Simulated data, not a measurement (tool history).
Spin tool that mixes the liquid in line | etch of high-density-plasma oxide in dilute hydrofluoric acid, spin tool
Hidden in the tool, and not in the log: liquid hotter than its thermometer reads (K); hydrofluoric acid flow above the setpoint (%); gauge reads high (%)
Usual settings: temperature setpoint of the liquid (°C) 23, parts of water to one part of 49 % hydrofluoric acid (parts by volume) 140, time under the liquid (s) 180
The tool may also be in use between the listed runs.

run   hour  temperature setpoint of the liquid (°C)  parts of water to one part of 49 % hydrofluoric acid (parts by volume)  time under the liquid (s)  wafers since the last listed run  hours since the thermometer was replaced  hours since the hydrofluoric acid flow meter was replaced  hours since the gauge calibration  read-back film thickness of the high-density-plasma oxide reference wafer, read on the same gauge (nm)  thickness taken off the high-density-plasma oxide on a monitor wafer (Å)
  1      0                                       23                                                                     140                        180                                 0                                    2074.9                                                      809.1                              245.4                                                                                                  149.99                                                                      72.6
  2   66.6                                       23                                                                     140                        180                               315                                    2141.5                                                      875.7                                312                                                                                                     150                                                                      72.5
  3  114.8                                       23                                                                     140                        180                               228                                    2189.7                                                      923.9                              360.2                                                                                                  149.98                                                                      72.8
  4  178.3                                       23                                                                     140                        180                               300                                    2253.2                                                      987.4                              423.7                                                                                                  149.96                                                                      73.1
  5  249.1                                       23                                                                     140                        180                               335                                      2324                                                     1058.2                              494.5                                                                                                  149.96                                                                      72.7
  6    304                                       23                                                                     140                        180                               259                                    2378.9                                                     1113.1                              549.4                                                                                                  149.97                                                                        73
  7  409.5                                       23                                                                     140                        180                               499                                    2484.4                                                     1218.6                              654.9                                                                                                  150.02                                                                      73.3
  8  467.4                                       23                                                                     140                        180                               274                                    2542.3                                                     1276.5                              712.8                                                                                                  150.03                                                                        74
  9  556.8                                       23                                                                     140                        180                               423                                    2631.7                                                     1365.9                              802.2                                                                                                  150.01                                                                      73.6
     586.9  -- thermometer replaced
 10  621.4                                       23                                                                     140                        180                               301                                      34.5                                                     1430.5                              866.8                                                                                                  149.96                                                                      68.5
 11  692.4                                       23                                                                     140                        180                               336                                     105.5                                                     1501.5                              937.8                                                                                                  150.02                                                                      69.2
 12  763.6                                       23                                                                     140                        180                               337                                     176.7                                                     1572.7                               1009                                                                                                  149.99                                                                      68.8

The next listed run, before its measurement:
 13  836.7                                       23                                                                     195                        275                               346                                     249.8                                                     1645.8                             1082.1                                                                                                       ?                                                                         ?

read-back film thickness of the high-density-plasma oxide reference wafer, read on the same gauge (nm): 149.98
thickness taken off the high-density-plasma oxide on a monitor wafer (Å): 71
Without the tool's hidden state the same run would have given thickness taken off the high-density-plasma oxide on a monitor wafer (Å) 70.4.
